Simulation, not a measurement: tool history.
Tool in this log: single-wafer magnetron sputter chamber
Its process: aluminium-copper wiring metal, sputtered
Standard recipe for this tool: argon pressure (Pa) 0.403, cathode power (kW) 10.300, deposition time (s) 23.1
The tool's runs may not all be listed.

run	day	argon pressure (Pa)	cathode power (kW)	deposition time (s)	read-back reference wafer on the same gauge, thickness_nm	mean film thickness on the monitor wafer (nm)
1	0.000	0.287	10.300	21.2	465.778	471.287
2	1.062	0.287	10.300	21.2	467.075	465.033
3	1.792	0.287	10.300	21.2	465.593	465.895
4	2.925	0.403	10.300	23.1	466.139	469.042
5	4.296	0.403	10.300	23.1	465.412	460.768
6	4.879	0.403	10.300	23.1	465.884	460.975
7	5.675	0.403	10.300	21.8	466.311	436.721
# day 6.696: magnet pack replaced
8	7.146	0.403	10.300	21.8	466.250	432.537
# day 7.525: sputter target and shields replaced
9	7.808	0.403	10.300	21.9	465.234	449.236
10	8.508	0.517	10.300	23.1	466.099	444.339
11	9.571	0.403	10.300	23.1	466.458	470.172
# day 10.450: gauge calibrated
12	10.729	0.403	10.300	20.9	464.516	425.979
# day 11.167: capacitance manometer re-zeroed and calibrated
13	11.600	0.295	11.300	20.2	466.760	467.280
14	12.550	0.325	11.550	21.0	466.516	479.456
15	13.879	0.562	8.200	23.1	465.511	356.967
16	14.562	0.403	10.300	23.1	465.466	459.374
17	15.754	0.495	11.100	18.6	464.946	366.285

Forecast each of these 5 alternatives for the next run:
A	15.771	0.337	10.300	23.1	?	?
B	15.771	0.403	8.150	23.1	?	?
C	15.771	0.481	8.400	25.0	?	?
D	15.771	0.464	11.950	18.5	?	?
E	15.771	0.490	10.300	21.3	?	?

run	read-back reference wafer on the same gauge, thickness_nm	mean film thickness on the monitor wafer (nm)
A	465.890	471.044
B	465.890	382.821
C	465.890	405.672
D	465.890	394.210
E	465.890	399.394
Without the tool's unlogged condition, the same runs would have read:
run	mean film thickness on the monitor wafer (nm)
A	504.260
B	409.816
C	434.278
D	422.008
E	427.558
